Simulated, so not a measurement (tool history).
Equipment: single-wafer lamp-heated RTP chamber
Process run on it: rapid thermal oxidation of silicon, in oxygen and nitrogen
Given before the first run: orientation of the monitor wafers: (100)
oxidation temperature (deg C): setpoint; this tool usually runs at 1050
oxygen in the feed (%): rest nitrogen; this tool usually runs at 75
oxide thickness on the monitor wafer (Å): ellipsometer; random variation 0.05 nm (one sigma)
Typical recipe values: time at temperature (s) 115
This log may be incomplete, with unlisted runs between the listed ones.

run,hour,oxidation temperature (deg C),time at temperature (s),oxygen in the feed (%),"read-back reference wafer on the same gauge, thickness",oxide thickness on the monitor wafer (Å)
1,0,1039,115,51,11.463,81.89
2,27.2,1039,115,51,11.469,81.46
# hour 47.5: pyrometer window cleaned and pyrometer calibrated
3,48,1050,115,75,11.475,100.65
4,62.3,1050,115,75,11.445,100.75
5,158.1,1050,115,75,11.411,100.52
6,171.6,1050,142,75,11.381,111.09
7,197.5,1050,142,75,11.391,110.46
8,224.5,1050,115,75,11.374,100.09
# hour 237.9: oxygen flow controller replaced
# hour 240: pyrometer window cleaned and pyrometer calibrated
9,250.8,1050,115,75,11.367,99.55
10,270.2,1050,115,75,11.359,98.62
11,296.7,1050,115,75,11.354,100.29
12,323.8,1039,143,87,11.344,107.45
13,351.3,1061,115,88,11.312,113.8
14,370.5,1027,115,49,11.308,73.05
# hour 391.2: gauge calibrated
# hour 436.2: pyrometer window cleaned and pyrometer calibrated
15,464.5,1060,63,98,11.444,90.63
16,488.2,1050,115,75,11.464,101.27
17,509.6,1025,136,75,11.46,91.07
18,523.9,1029,92,75,11.43,78.63
19,559.5,1050,115,75,11.429,100.39
20,572.3,1066,99,89,11.434,110.88
21,604.6,1050,148,85,11.401,117.84
22,632.1,1074,115,92,11.402,125.73

Each row is a separate what-if for the run after 22, all from the same tool condition, not one after another. Results?
A,632.6,1050,115,75,?,?
B,632.6,1077,159,83,?,?
C,632.6,1050,169,75,?,?
D,632.6,1026,115,56,?,?

run,"read-back reference wafer on the same gauge, thickness",oxide thickness on the monitor wafer (Å)
A,11.395,100.65
B,11.395,145.82
C,11.395,120.43
D,11.395,76.56
Without the tool's hidden state the same runs would have given:
run,oxide thickness on the monitor wafer (Å)
A,101.58
B,147.16
C,121.54
D,77.27
